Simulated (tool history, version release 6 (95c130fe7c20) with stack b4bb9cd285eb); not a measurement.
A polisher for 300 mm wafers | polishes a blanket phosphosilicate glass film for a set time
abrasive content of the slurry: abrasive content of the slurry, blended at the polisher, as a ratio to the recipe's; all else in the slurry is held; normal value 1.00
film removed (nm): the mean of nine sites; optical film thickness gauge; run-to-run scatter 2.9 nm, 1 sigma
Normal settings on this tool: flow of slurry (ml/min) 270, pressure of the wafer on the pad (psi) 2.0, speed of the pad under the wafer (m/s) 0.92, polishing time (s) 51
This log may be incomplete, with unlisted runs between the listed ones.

| run | hour | flow of slurry (ml/min) | pressure of the wafer on the pad (psi) | speed of the pad under the wafer (m/s) | abrasive content of the slurry | polishing time (s) | wafers since the last listed run | wafers polished on this pad | hours since the slurry nozzle was cleaned | hours since the head pressure was calibrated | hours since the slurry blender was calibrated | hours since the conditioning disc was replaced | incoming thickness of the incoming film, nm | film removed (nm) |
|---|---|---|---|---|---|---|---|---|---|---|---|---|---|---|
| 1 | 0.0 | 270 | 2.0 | 0.92 | 1.00 | 51 | 0 | 866 | 256.8 | 912.3 | 248.5 | 274.7 | 2982.6 | 180.0 |
|  | 9.0 | worn pad replaced by a new one |
| 2 | 16.4 | 270 | 2.0 | 0.92 | 1.00 | 51 | 121 | 72 | 273.2 | 928.7 | 264.9 | 291.1 | 2977.4 | 181.7 |
| 3 | 34.1 | 270 | 2.0 | 1.10 | 1.00 | 51 | 173 | 246 | 290.9 | 946.4 | 282.6 | 308.8 | 3005.1 | 201.6 |
| 4 | 47.2 | 270 | 2.0 | 1.10 | 1.00 | 51 | 128 | 375 | 304.0 | 959.5 | 295.7 | 321.9 | 3023.5 | 199.1 |
| 5 | 73.5 | 270 | 2.0 | 0.92 | 1.00 | 51 | 258 | 633 | 330.3 | 985.8 | 322.0 | 348.2 | 2951.3 | 180.8 |
| 6 | 108.1 | 270 | 2.0 | 0.92 | 1.15 | 51 | 339 | 973 | 364.9 | 1020.4 | 356.6 | 382.8 | 2986.6 | 189.6 |
|  | 128.1 | worn pad replaced by a new one |
| 7 | 141.6 | 270 | 2.0 | 0.92 | 1.15 | 51 | 289 | 133 | 398.4 | 1053.9 | 390.1 | 416.3 | 3000.5 | 187.5 |
| 8 | 173.3 | 270 | 2.0 | 0.92 | 1.15 | 51 | 311 | 444 | 430.1 | 1085.6 | 421.8 | 448.0 | 2953.1 | 182.8 |
| 9 | 185.7 | 270 | 2.0 | 1.16 | 1.00 | 51 | 121 | 566 | 442.5 | 1098.0 | 434.2 | 460.4 | 3008.8 | 199.8 |
|  | 205.5 | slurry nozzle cleaned |
| 10 | 206.0 | 270 | 2.0 | 1.16 | 1.00 | 51 | 189 | 755 | 0.5 | 1118.3 | 454.5 | 480.7 | 2981.0 | 199.1 |
|  | 218.8 | slurry blender recalibrated |
|  | 234.1 | worn pad replaced by a new one |
| 11 | 234.6 | 270 | 2.0 | 1.16 | 1.00 | 51 | 222 | 5 | 29.1 | 1146.9 | 15.8 | 509.3 | 3015.0 | 198.2 |
|  | 258.4 | conditioning disc replaced and pad reconditioned |
| 12 | 265.5 | 270 | 2.0 | 0.92 | 1.00 | 51 | 283 | 289 | 60.0 | 1177.8 | 46.7 | 7.1 | 2986.4 | 199.3 |
| 13 | 278.5 | 270 | 1.6 | 0.92 | 1.00 | 58 | 127 | 416 | 73.0 | 1190.8 | 59.7 | 20.1 | 3004.5 | 182.8 |
| 14 | 306.1 | 270 | 2.0 | 0.92 | 1.00 | 51 | 271 | 688 | 100.6 | 1218.4 | 87.3 | 47.7 | 2983.3 | 194.7 |
| 15 | 333.9 | 270 | 2.0 | 0.92 | 1.00 | 51 | 273 | 961 | 128.4 | 1246.2 | 115.1 | 75.5 | 2988.0 | 193.8 |
|  | 355.7 | worn pad replaced by a new one |
| 16 | 359.7 | 270 | 2.0 | 0.92 | 1.00 | 51 | 214 | 39 | 154.2 | 1272.0 | 140.9 | 101.3 | 2982.3 | 187.5 |
| 17 | 374.4 | 330 | 2.0 | 0.92 | 0.90 | 51 | 144 | 184 | 168.9 | 1286.7 | 155.6 | 116.0 | 3006.6 | 181.0 |
|  | 387.4 | head pressure recalibrated |
| 18 | 398.5 | 270 | 2.0 | 0.92 | 0.80 | 51 | 217 | 401 | 193.0 | 11.1 | 179.7 | 140.1 | 3047.9 | 169.8 |
| 19 | 425.1 | 270 | 2.0 | 1.22 | 1.00 | 51 | 261 | 662 | 219.6 | 37.7 | 206.3 | 166.7 | 2991.3 | 204.4 |
| 20 | 440.1 | 310 | 2.0 | 0.92 | 0.90 | 51 | 147 | 809 | 234.6 | 52.7 | 221.3 | 181.7 | 2950.3 | 175.4 |
|  | 461.4 | worn pad replaced by a new one |
| 21 | 461.9 | 270 | 2.0 | 1.14 | 1.00 | 51 | 174 | 4 | 256.4 | 74.5 | 243.1 | 203.5 | 2986.3 | 201.5 |
| 22 | 482.6 | 270 | 1.3 | 0.80 | 1.30 | 51 | 203 | 207 | 277.1 | 95.2 | 263.8 | 224.2 | 2989.3 | 122.7 |
| 23 | 514.0 | 185 | 2.0 | 0.92 | 1.00 | 36 | 308 | 516 | 308.5 | 126.6 | 295.2 | 255.6 | 2969.5 | 115.7 |
| 24 | 540.5 | 330 | 2.0 | 1.02 | 1.00 | 46 | 260 | 776 | 335.0 | 153.1 | 321.7 | 282.1 | 2948.1 | 169.5 |

3 options for the next run, each taken on its own from the tool as it stands now. Forecast them:
| A | 540.9 | 270 | 2.0 | 0.92 | 1.00 | 51 | 3 | 780 | 335.4 | 153.5 | 322.1 | 282.5 | 3004.8 | ? |
| B | 540.9 | 270 | 2.0 | 0.92 | 0.85 | 51 | 3 | 780 | 335.4 | 153.5 | 322.1 | 282.5 | 3004.8 | ? |
| C | 540.9 | 270 | 2.0 | 0.64 | 1.00 | 51 | 3 | 780 | 335.4 | 153.5 | 322.1 | 282.5 | 3004.8 | ? |

| run | film removed (nm) |
|---|---|
| A | 170.5 |
| B | 161.7 |
| C | 143.6 |
The same runs, with their run-to-run variation unchanged, on a tool lacking any hidden condition would have given:
| run | film removed (nm) |
|---|---|
| A | 208.4 |
| B | 197.6 |
| C | 169.8 |

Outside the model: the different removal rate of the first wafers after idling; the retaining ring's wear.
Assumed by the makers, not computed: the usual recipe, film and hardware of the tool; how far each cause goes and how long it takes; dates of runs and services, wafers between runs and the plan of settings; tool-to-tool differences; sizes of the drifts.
